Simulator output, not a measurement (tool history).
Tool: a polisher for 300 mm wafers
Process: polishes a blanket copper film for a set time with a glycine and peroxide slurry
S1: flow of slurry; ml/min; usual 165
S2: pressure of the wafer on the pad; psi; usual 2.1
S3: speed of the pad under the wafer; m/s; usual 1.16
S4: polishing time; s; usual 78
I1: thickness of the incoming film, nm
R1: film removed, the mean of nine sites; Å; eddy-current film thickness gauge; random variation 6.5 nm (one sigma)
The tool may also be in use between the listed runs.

| run | day | S1 | S2 | S3 | S4 | I1 | R1 |
|---|---|---|---|---|---|---|---|
| 1 | 0.000 | 180 | 1.7 | 1.16 | 78 | 2189.8 | 3863 |
| 2 | 1.996 | 180 | 1.7 | 1.16 | 78 | 2229.2 | 3832 |
| 3 | 4.900 | 180 | 1.7 | 1.16 | 78 | 2199.9 | 3841 |
| 4 | 6.008 | 165 | 2.1 | 1.16 | 78 | 2207.4 | 4415 |
|  | 7.812 | worn pad replaced by a new one |
| 5 | 8.983 | 165 | 2.1 | 1.16 | 78 | 2209.4 | 4219 |
| 6 | 10.171 | 165 | 2.1 | 1.16 | 78 | 2240.8 | 4161 |
| 7 | 13.133 | 165 | 2.1 | 1.16 | 78 | 2211.8 | 4066 |
| 8 | 15.308 | 165 | 2.1 | 1.16 | 99 | 2228.4 | 5128 |
| 9 | 16.883 | 165 | 2.1 | 1.16 | 78 | 2230.3 | 3977 |
|  | 17.504 | slurry nozzle cleaned |
|  | 17.792 | worn pad replaced by a new one |
| 10 | 18.612 | 165 | 1.8 | 0.96 | 78 | 2194.8 | 3645 |
| 11 | 21.417 | 165 | 2.1 | 1.16 | 78 | 2252.2 | 4378 |
| 12 | 23.679 | 165 | 2.1 | 1.16 | 78 | 2224.1 | 4514 |
| 13 | 26.471 | 210 | 1.7 | 0.84 | 78 | 2209.1 | 3210 |
|  | 27.129 | worn pad replaced by a new one |
| 14 | 27.621 | 165 | 2.1 | 1.16 | 78 | 2228.7 | 4313 |
|  | 28.246 | head pressure recalibrated |
| 15 | 30.442 | 165 | 1.7 | 0.84 | 93 | 2232.7 | 3616 |
| 16 | 31.975 | 165 | 2.1 | 0.90 | 102 | 2248.8 | 4822 |
| 17 | 34.938 | 165 | 2.1 | 1.16 | 78 | 2243.7 | 4518 |
|  | 37.633 | worn pad replaced by a new one |
| 18 | 37.675 | 125 | 2.4 | 0.96 | 101 | 2222.6 | 4815 |
| 19 | 40.608 | 165 | 1.9 | 1.30 | 78 | 2268.6 | 4302 |
| 20 | 42.529 | 190 | 2.4 | 1.40 | 92 | 2260.9 | 6550 |
| 21 | 43.746 | 165 | 2.1 | 1.00 | 78 | 2251.1 | 3711 |
|  | 44.017 | slurry nozzle cleaned |
| 22 | 45.404 | 165 | 2.1 | 1.16 | 78 | 2217.1 | 4474 |

Forecast run 23:
| 23 | 48.000 | 165 | 2.1 | 1.50 | 104 | 2256.6 | ? |

{"run 23": {"R1": 7359}}
Without the tool's hidden state the same run would have given R1 7428 Å.
